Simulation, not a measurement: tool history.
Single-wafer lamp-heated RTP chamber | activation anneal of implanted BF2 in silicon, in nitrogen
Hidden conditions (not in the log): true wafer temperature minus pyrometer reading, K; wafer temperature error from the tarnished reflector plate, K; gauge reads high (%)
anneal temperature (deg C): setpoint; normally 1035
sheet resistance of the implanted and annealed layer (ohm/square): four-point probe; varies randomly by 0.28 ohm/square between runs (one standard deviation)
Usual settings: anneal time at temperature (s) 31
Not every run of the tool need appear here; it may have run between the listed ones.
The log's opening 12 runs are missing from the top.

run	day	anneal temperature (deg C)	anneal time at temperature (s)	wafers since the last listed run	wafers since the last pyrometer calibration	wafers since the reflector plate was cleaned	hours since the gauge calibration	read-back reference wafer on the same gauge, sheet resistance	sheet resistance of the implanted and annealed layer (ohm/square)
13	5.667	1035	31	285	1185	7076	316.9	112.01	116.29
14	5.992	1035	31	164	1350	7241	324.7	111.99	115.76
15	6.312	1035	31	162	1513	7404	332.4	112.00	115.92
# day 6.929: pyrometer window cleaned and pyrometer calibrated
16	6.950	1035	31	154	10	7558	347.7	112.04	114.93
# day 7.283: reflector plate cleaned
17	7.604	1035	31	162	173	162	363.4	112.01	118.13
18	8.133	1035	31	268	442	430	376.1	111.99	117.66
19	8.512	1035	48	192	634	623	385.2	112.00	110.74
20	8.854	1024	25	173	808	796	393.4	111.98	126.91
21	9.508	1005	20	332	1140	1128	409.1	112.02	145.69
22	10.242	1010	36	372	1512	1501	426.7	112.05	131.21
# day 10.892: pyrometer window cleaned and pyrometer calibrated
23	10.912	1046	23	171	9	1672	442.8	112.02	116.44
24	11.050	1026	31	69	79	1742	446.1	112.02	122.56
# day 11.362: gauge calibrated
25	11.471	1009	46	213	293	1955	2.6	112.04	127.53
26	11.912	1046	20	224	517	2180	13.2	112.01	118.23
27	12.221	1035	31	156	674	2336	20.6	112.00	117.41
28	13.812	1035	37	807	1482	3144	58.8	112.01	114.18
# day 14.154: pyrometer window cleaned and pyrometer calibrated
29	14.175	1019	39	14	10	3159	67.5	112.03	123.50
30	14.642	1035	49	236	247	3396	78.7	112.06	110.30
31	15.092	1011	22	228	475	3624	89.5	112.00	137.43
32	15.662	1035	31	289	765	3914	103.2	112.00	116.83
33	16.012	1035	46	177	943	4092	111.6	112.01	111.14
# day 18.250: pyrometer window cleaned and pyrometer calibrated
34	18.271	1035	39	977	10	5069	165.8	112.04	112.92
35	18.604	1035	31	169	179	5238	173.8	112.01	116.47
36	18.892	1035	31	145	325	5384	180.7	111.95	116.17

Branching from run 36: 5 alternative next runs. What would each branch give?
A	18.908	1035	31	8	334	5392	181.1	?	?
B	18.908	1063	49	8	334	5392	181.1	?	?
C	18.908	1020	41	8	334	5392	181.1	?	?
D	18.908	1050	19	8	334	5392	181.1	?	?
E	18.908	1035	17	8	334	5392	181.1	?	?

run	read-back reference wafer on the same gauge, sheet resistance	sheet resistance of the implanted and annealed layer (ohm/square)
A	112.00	116.38
B	112.00	100.14
C	112.00	120.79
D	112.00	115.99
E	112.00	125.14
Without the tool's unlogged condition, the same runs would have read:
run	sheet resistance of the implanted and annealed layer (ohm/square)
A	118.19
B	100.95
C	123.00
D	117.70
E	127.08

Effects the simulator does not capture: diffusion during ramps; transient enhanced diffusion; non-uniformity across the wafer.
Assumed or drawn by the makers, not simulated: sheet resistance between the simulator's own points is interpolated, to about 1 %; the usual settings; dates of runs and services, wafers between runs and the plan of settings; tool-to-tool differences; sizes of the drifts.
